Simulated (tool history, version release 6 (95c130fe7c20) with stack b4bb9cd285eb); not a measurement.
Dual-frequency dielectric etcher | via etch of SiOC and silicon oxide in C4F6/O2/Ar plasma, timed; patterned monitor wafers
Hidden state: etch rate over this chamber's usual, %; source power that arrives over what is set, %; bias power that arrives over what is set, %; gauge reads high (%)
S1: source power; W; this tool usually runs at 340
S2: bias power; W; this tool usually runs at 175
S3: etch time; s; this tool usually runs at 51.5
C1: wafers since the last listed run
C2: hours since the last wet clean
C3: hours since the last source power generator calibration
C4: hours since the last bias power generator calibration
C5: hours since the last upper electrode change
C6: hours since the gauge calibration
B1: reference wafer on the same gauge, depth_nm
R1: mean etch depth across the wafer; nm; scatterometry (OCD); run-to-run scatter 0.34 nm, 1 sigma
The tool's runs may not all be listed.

Run 1, hour 0.0: usual settings but S3 44.5 s; C1 0; C2 29.6; C3 3464.0; C4 1787.0; C5 3358.9; C6 762.9; B1 59.5. Result: R1 45.4 nm.
Run 2, hour 92.7: usual settings; C1 677; C2 122.3; C3 3556.7; C4 1879.7; C5 3451.6; C6 855.6; B1 59.8. Result: R1 54.0 nm.
Run 3, hour 128.9: usual settings; C1 264; C2 158.5; C3 3592.9; C4 1915.9; C5 3487.8; C6 891.8; B1 60.0. Result: R1 53.9 nm.
Run 4, hour 187.8: usual settings; C1 430; C2 217.4; C3 3651.8; C4 1974.8; C5 3546.7; C6 950.7; B1 60.2. Result: R1 53.2 nm.
Run 5, hour 245.0: usual settings but S3 45.0 s; C1 417; C2 274.6; C3 3709.0; C4 2032.0; C5 3603.9; C6 1007.9; B1 60.3. Result: R1 47.4 nm.
At hour 316.5: gauge calibrated.
Run 6, hour 345.6: usual settings but S1 320 W, S2 156 W; C1 734; C2 375.2; C3 3809.6; C4 2132.6; C5 3704.5; C6 29.1; B1 58.6. Result: R1 49.5 nm.
At hour 372.0: wet clean of the chamber.
Run 7, hour 448.5: usual settings but S1 390 W; C1 576; C2 76.5; C3 3912.5; C4 2235.5; C5 3807.4; C6 132.0; B1 58.5. Result: R1 54.2 nm.
Run 8, hour 502.2: usual settings but S1 390 W; C1 392; C2 130.2; C3 3966.2; C4 2289.2; C5 3861.1; C6 185.7; B1 58.4. Result: R1 54.2 nm.
Run 9, hour 556.1: usual settings; C1 393; C2 184.1; C3 4020.1; C4 2343.1; C5 3915.0; C6 239.6; B1 58.6. Result: R1 52.5 nm.
Run 10, hour 614.1: usual settings; C1 423; C2 242.1; C3 4078.1; C4 2401.1; C5 3973.0; C6 297.6; B1 58.6. Result: R1 52.4 nm.
Run 11, hour 699.7: usual settings; C1 625; C2 327.7; C3 4163.7; C4 2486.7; C5 4058.6; C6 383.2; B1 58.8. Result: R1 52.6 nm.
At hour 718.8: source power generator calibrated.
At hour 782.7: wet clean of the chamber.
Run 12, hour 819.0: usual settings but S2 145 W; C1 667; C2 36.3; C3 100.2; C4 2606.0; C5 4177.9; C6 502.5; B1 59.0. Result: R1 49.5 nm.
At hour 895.6: upper electrode replaced.
Run 13, hour 910.3: usual settings; C1 491; C2 127.6; C3 191.5; C4 2697.3; C5 14.7; C6 593.8; B1 59.2. Result: R1 53.0 nm.
Run 14, hour 979.6: usual settings but S1 320 W, S2 203 W, S3 36.0 s; C1 506; C2 196.9; C3 260.8; C4 2766.6; C5 84.0; C6 663.1; B1 59.6. Result: R1 38.6 nm.
Run 15, hour 1035.9: usual settings but S2 152 W, S3 39.5 s; C1 411; C2 253.2; C3 317.1; C4 2822.9; C5 140.3; C6 719.4; B1 59.4. Result: R1 38.6 nm.
Run 16, hour 1128.3: usual settings but S1 370 W, S2 217 W, S3 40.0 s; C1 675; C2 345.6; C3 409.5; C4 2915.3; C5 232.7; C6 811.8; B1 60.0. Result: R1 45.8 nm.
At hour 1144.5: bias power generator calibrated.
Run 17, hour 1195.0: usual settings but S1 390 W, S2 203 W, S3 46.5 s; C1 458; C2 412.3; C3 476.2; C4 50.5; C5 299.4; C6 878.5; B1 60.0. Result: R1 52.7 nm.
At hour 1256.5: wet clean of the chamber.
Run 18, hour 1284.7: usual settings; C1 479; C2 28.2; C3 565.9; C4 140.2; C5 389.1; C6 968.2; B1 60.3. Result: R1 53.7 nm.
Run 19, hour 1326.6: usual settings; C1 306; C2 70.1; C3 607.8; C4 182.1; C5 431.0; C6 1010.1; B1 60.6. Result: R1 53.9 nm.
Run 20, hour 1415.2: usual settings but S1 270 W, S3 43.5 s; C1 647; C2 158.7; C3 696.4; C4 270.7; C5 519.6; C6 1098.7; B1 60.8. Result: R1 43.7 nm.
At hour 1455.5: gauge calibrated.
Run 21, hour 1515.7: usual settings but S3 38.5 s; C1 734; C2 259.2; C3 796.9; C4 371.2; C5 620.1; C6 60.2; B1 58.9. Result: R1 39.4 nm.
Run 22, hour 1603.4: usual settings but S2 150 W; C1 640; C2 346.9; C3 884.6; C4 458.9; C5 707.8; C6 147.9; B1 58.8. Result: R1 49.8 nm.

Predict the results of run 23:
Run 23, hour 1643.2: usual settings but S1 370 W, S2 211 W, S3 36.5 s; C1 290; C2 386.7; C3 924.4; C4 498.7; C5 747.6; C6 187.7; B1 ?. Result: R1 ?.

B1: 58.9
R1: 40.5 nm
With the hidden condition absent and the run-to-run variation left alone, this run would have shown R1 40.1 nm.
